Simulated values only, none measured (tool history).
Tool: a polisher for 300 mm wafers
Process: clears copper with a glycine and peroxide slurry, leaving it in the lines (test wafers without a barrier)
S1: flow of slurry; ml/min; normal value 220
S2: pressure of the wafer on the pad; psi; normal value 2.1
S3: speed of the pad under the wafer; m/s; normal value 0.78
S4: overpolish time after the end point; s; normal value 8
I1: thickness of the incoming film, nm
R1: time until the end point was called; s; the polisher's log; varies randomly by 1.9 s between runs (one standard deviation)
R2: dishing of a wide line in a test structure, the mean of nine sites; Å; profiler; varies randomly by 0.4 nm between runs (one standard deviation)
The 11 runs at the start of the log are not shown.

run   hour   S1   S2    S3  S4     I1     R1   R2
     217.9  -- worn pad replaced by a new one
 12  222.3  220  2.1  0.78   9  356.4  110.4  212
 13  244.8  220  2.1  0.78   9  358.4  113.7  209
 14  272.9  190  2.1  0.78   8  352.6  115.2  187
     299.0  -- head pressure recalibrated
 15  300.1  190  2.1  0.78   8  358.6  118.7  184
 16  322.5  290  2.1  0.78   8  356.0  112.0  190
 17  347.5  220  2.6  0.92   8  361.6   89.3  231
     361.8  -- slurry nozzle cleaned
     365.0  -- worn pad replaced by a new one, repeated, since the last time left the tool worse
 18  376.1  165  2.1  0.78   8  358.5   99.0  207
 19  397.1  160  2.7  0.78   3  357.4   87.7   98
 20  415.5  220  2.1  0.78   5  355.5   95.8  135
 21  447.7  220  2.1  0.78   9  353.6  102.1  230
 22  467.8  145  1.7  0.78   5  358.0  121.2  115
 23  491.1  195  2.7  0.78   8  358.7   88.3  244
 24  511.0  275  2.1  0.78  11  351.9   99.0  278
 25  543.4  220  1.5  0.78   6  361.3  130.1  127
     565.6  -- worn pad replaced by a new one
 26  569.6  260  2.7  0.78   8  354.9   84.5  258
     592.4  -- slurry nozzle cleaned
 27  598.4  220  2.1  0.78   8  354.7   96.8  218
 28  632.0  220  2.1  0.78   8  360.8  102.1  215
 29  652.4  220  2.6  0.92  12  351.7   72.0  394
 30  665.3  220  2.1  0.78   9  353.0  103.4  230

Alternative continuations, all from the tool just after run 30; predict every row:
  A  665.8  220  2.1  0.78   8  356.0   ?   ?
  B  665.8  220  2.1  0.62  10  356.0   ?   ?
  C  665.8  170  1.5  1.00   8  356.0   ?   ?

run     R1   R2
  A   95.5  217
  B  112.4  230
  C  102.2  201
With the hidden condition removed and each run's random variation left untouched, the same runs would have given:
run     R1   R2
  A   93.9  220
  B  110.5  233
  C  100.5  204
